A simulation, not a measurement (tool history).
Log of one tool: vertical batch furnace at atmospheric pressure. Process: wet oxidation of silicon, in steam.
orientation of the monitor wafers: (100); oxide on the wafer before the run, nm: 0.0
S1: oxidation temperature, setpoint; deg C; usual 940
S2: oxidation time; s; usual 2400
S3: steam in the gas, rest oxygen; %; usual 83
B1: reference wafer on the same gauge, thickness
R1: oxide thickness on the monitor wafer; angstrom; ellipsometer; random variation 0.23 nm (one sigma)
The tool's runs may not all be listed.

run,day,S1,S2,S3,B1,R1
1,0,940,2400,83,169.2,1500.4
2,0.75,940,2400,83,169.11,1500.1
3,1.146,940,2400,83,168.93,1501.3
4,1.583,940,3180,83,168.9,1902.8
5,2.05,940,3180,83,168.85,1903.1
# day 2.271: gauge calibrated
# day 3.354: steam generator serviced
# day 4.296: thermocouples replaced and temperature profile calibrated
6,4.317,940,2400,83,169.61,1505.9
7,4.517,940,2400,83,169.62,1508.1
8,4.717,959,1650,83,169.57,1353.2
9,4.917,940,2400,79,169.54,1439.9
10,5.117,929,3000,92,169.58,1765.5
11,5.317,940,2400,83,169.49,1504
12,5.517,940,2400,83,169.54,1505.4
13,5.975,940,1890,89,169.4,1296
14,6.754,948,1260,80,169.23,904.7
15,7.367,924,3120,83,169.21,1578.1

The tool's hidden state at each run:
true tube temperature minus thermocouple reading, K: 0 in every run
steam share off its setpoint, % of the setpoint: 0 in every run
H1: gauge reads high (%)
run,H1
1,-0.477
2,-0.549
3,-0.587
4,-0.629
5,-0.674
6,-0.196
7,-0.215
8,-0.235
9,-0.254
10,-0.273
11,-0.292
12,-0.311
13,-0.355
14,-0.43
15,-0.489

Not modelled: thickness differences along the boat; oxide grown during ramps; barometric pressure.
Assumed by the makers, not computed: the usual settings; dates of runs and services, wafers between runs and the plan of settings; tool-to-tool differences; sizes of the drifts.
